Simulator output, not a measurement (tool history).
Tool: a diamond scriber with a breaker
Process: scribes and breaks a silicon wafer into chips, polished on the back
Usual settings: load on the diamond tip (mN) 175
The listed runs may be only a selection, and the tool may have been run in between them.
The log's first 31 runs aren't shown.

run,day,load on the diamond tip (mN),"incoming depth of the damage left on the back of the incoming wafer, um",depth of the median crack under the scribed line (um),chips rejected at inspection after the break (%)
32,107.067,150,0.02,11.15,2.05
33,111.225,175,0.05,11.81,1.63
34,112.908,215,0.04,12.87,2.81
35,115.275,175,0.04,11.80,1.77
36,118.892,175,0.02,11.80,1.76
37,123.150,138,0.01,10.84,1.88
38,125.021,205,0.05,12.82,3.33
# day 126.138: load on the tip recalibrated
# day 126.625: diamond tip replaced by a new one
39,127.038,137,0.03,10.35,3.26
40,131.338,204,0.03,12.13,2.37
41,133.229,188,0.04,11.83,1.79

What if the next run were any one of these 4? Each begins from the tool's condition after run 41:
A,133.258,175,0.04,?,?
B,133.258,219,0.04,?,?
C,133.258,226,0.04,?,?
D,133.258,225,0.04,?,?

run,depth of the median crack under the scribed line (um),chips rejected at inspection after the break (%)
A,11.52,1.75
B,12.73,3.14
C,12.92,3.56
D,12.89,3.50
Without the tool's hidden state the same runs would have given:
run,depth of the median crack under the scribed line (um),chips rejected at inspection after the break (%)
A,11.51,1.75
B,12.72,3.11
C,12.91,3.53
D,12.88,3.47
